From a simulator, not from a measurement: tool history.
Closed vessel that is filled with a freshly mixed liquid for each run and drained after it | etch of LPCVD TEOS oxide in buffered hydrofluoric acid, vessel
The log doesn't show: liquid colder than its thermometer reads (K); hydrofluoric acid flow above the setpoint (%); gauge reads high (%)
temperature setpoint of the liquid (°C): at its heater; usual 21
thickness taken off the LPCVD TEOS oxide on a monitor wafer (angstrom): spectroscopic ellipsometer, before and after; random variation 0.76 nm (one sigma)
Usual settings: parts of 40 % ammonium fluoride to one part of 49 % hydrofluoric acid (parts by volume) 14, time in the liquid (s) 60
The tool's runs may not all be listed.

| run | day | temperature setpoint of the liquid (°C) | parts of 40 % ammonium fluoride to one part of 49 % hydrofluoric acid (parts by volume) | time in the liquid (s) | wafers since the last listed run | hours since the thermometer was replaced | hours since the hydrofluoric acid flow meter was replaced | hours since the gauge calibration | read-back film thickness of the LPCVD TEOS oxide reference wafer, read on the same gauge (nm) | thickness taken off the LPCVD TEOS oxide on a monitor wafer (angstrom) |
|---|---|---|---|---|---|---|---|---|---|---|
| 1 | 0 | 21 | 12 | 70 | 0 | 264.5 | 140.6 | 1205.8 | 59.98 | 1159 |
| 2 | 2.912 | 21 | 12 | 70 | 6765 | 334.4 | 210.5 | 1275.7 | 60.01 | 1172.8 |
| 3 | 4.504 | 21 | 14 | 60 | 3697 | 372.6 | 248.7 | 1313.9 | 59.96 | 866.1 |
| 4 | 7.083 | 21 | 14 | 60 | 5990 | 434.5 | 310.6 | 1375.8 | 59.98 | 865.6 |
| 5 | 9.121 | 21 | 14 | 45 | 4732 | 483.4 | 359.5 | 1424.7 | 59.98 | 666.2 |
| 6 | 11.492 | 21 | 14 | 60 | 5506 | 540.3 | 416.4 | 1481.6 | 60 | 893.2 |
| 7 | 12.567 | 21 | 14 | 60 | 2496 | 566.1 | 442.2 | 1507.4 | 60.03 | 892.9 |
|  | 13.175 | hydrofluoric acid flow meter replaced |
| 8 | 14.446 | 21 | 14 | 60 | 4268 | 611.2 | 30.5 | 1552.5 | 59.99 | 848.1 |
| 9 | 15.729 | 21 | 14 | 75 | 2980 | 642 | 61.3 | 1583.3 | 59.99 | 1052.7 |
| 10 | 17.725 | 18 | 17 | 40 | 4635 | 689.9 | 109.2 | 1631.2 | 60 | 395.2 |
| 11 | 23.571 | 17.5 | 17.5 | 90 | 13578 | 830.2 | 249.5 | 1771.5 | 59.99 | 854.6 |
| 12 | 26.138 | 19.5 | 16.5 | 60 | 5961 | 891.8 | 311.1 | 1833.1 | 60.02 | 686.2 |
|  | 33.862 | thermometer replaced |
| 13 | 34.367 | 23.5 | 19 | 85 | 19017 | 12.1 | 508.6 | 2030.6 | 60 | 1082 |
| 14 | 36.567 | 21 | 14 | 60 | 5110 | 64.9 | 561.4 | 2083.4 | 60 | 906.9 |
| 15 | 37.642 | 25 | 10 | 35 | 2496 | 90.7 | 587.2 | 2109.2 | 60.04 | 886.9 |
|  | 38.175 | hydrofluoric acid flow meter replaced |
| 16 | 39.904 | 26 | 17 | 50 | 5158 | 145 | 41.5 | 2163.5 | 59.94 | 759 |
|  | 41.842 | gauge calibrated |
| 17 | 42.712 | 21 | 14 | 60 | 6523 | 212.4 | 108.9 | 20.9 | 59.96 | 844.7 |
| 18 | 44.079 | 21 | 14 | 60 | 3174 | 245.2 | 141.7 | 53.7 | 60.06 | 855.8 |
| 19 | 45.712 | 17 | 16 | 60 | 3793 | 284.4 | 180.9 | 92.9 | 59.95 | 607.3 |
| 20 | 47.325 | 21 | 12 | 60 | 3745 | 323.1 | 219.6 | 131.6 | 59.99 | 984.2 |
| 21 | 48.729 | 21 | 14 | 60 | 3261 | 356.8 | 253.3 | 165.3 | 59.96 | 870.1 |
| 22 | 50.7 | 21 | 14 | 60 | 4577 | 404.1 | 300.6 | 212.6 | 60.01 | 870 |
| 23 | 54.625 | 23.5 | 12 | 60 | 9116 | 498.3 | 394.8 | 306.8 | 60.04 | 1169.2 |
| 24 | 56.867 | 21 | 14 | 60 | 5206 | 552.1 | 448.6 | 360.6 | 60.01 | 887 |
| 25 | 58.233 | 21 | 14 | 60 | 3174 | 584.9 | 481.4 | 393.4 | 59.98 | 896.3 |
| 26 | 59.442 | 23.5 | 14 | 60 | 2806 | 613.9 | 510.4 | 422.4 | 59.97 | 1038.5 |
| 27 | 60.971 | 18 | 17.5 | 35 | 3551 | 650.6 | 547.1 | 459.1 | 59.99 | 357.8 |
| 28 | 62.929 | 18.5 | 19 | 60 | 4548 | 697.6 | 594.1 | 506.1 | 60.02 | 590.5 |
|  | 63.367 | hydrofluoric acid flow meter replaced |
| 29 | 64.183 | 22.5 | 16 | 45 | 2816 | 727.7 | 19.6 | 536.2 | 60.02 | 602.1 |
| 30 | 65.992 | 21 | 15.5 | 40 | 4200 | 771.1 | 63 | 579.6 | 60 | 505.5 |
| 31 | 68.646 | 17 | 12 | 35 | 6165 | 834.8 | 126.7 | 643.3 | 60 | 464.4 |
| 32 | 70.404 | 21 | 14 | 60 | 4084 | 877 | 168.9 | 685.5 | 60 | 876.6 |
| 33 | 74.671 | 21 | 19.5 | 45 | 9910 | 979.4 | 271.3 | 787.9 | 59.97 | 467.4 |
| 34 | 76.783 | 21 | 14 | 60 | 4906 | 1030.1 | 322 | 838.6 | 59.98 | 867 |

Forecast each of these 3 alternatives for the next run:
| A | 76.812 | 21 | 14 | 60 | 67 | 1030.8 | 322.7 | 839.3 | ? | ? |
| B | 76.812 | 17.5 | 17.5 | 40 | 67 | 1030.8 | 322.7 | 839.3 | ? | ? |
| C | 76.812 | 19.5 | 14 | 75 | 67 | 1030.8 | 322.7 | 839.3 | ? | ? |

| run | read-back film thickness of the LPCVD TEOS oxide reference wafer, read on the same gauge (nm) | thickness taken off the LPCVD TEOS oxide on a monitor wafer (angstrom) |
|---|---|---|
| A | 60.05 | 871.5 |
| B | 60.05 | 383 |
| C | 60.05 | 1001.7 |
Without the tool's hidden state the same runs would have given:
| run | thickness taken off the LPCVD TEOS oxide on a monitor wafer (angstrom) |
|---|---|
| A | 825.7 |
| B | 362.8 |
| C | 949.1 |

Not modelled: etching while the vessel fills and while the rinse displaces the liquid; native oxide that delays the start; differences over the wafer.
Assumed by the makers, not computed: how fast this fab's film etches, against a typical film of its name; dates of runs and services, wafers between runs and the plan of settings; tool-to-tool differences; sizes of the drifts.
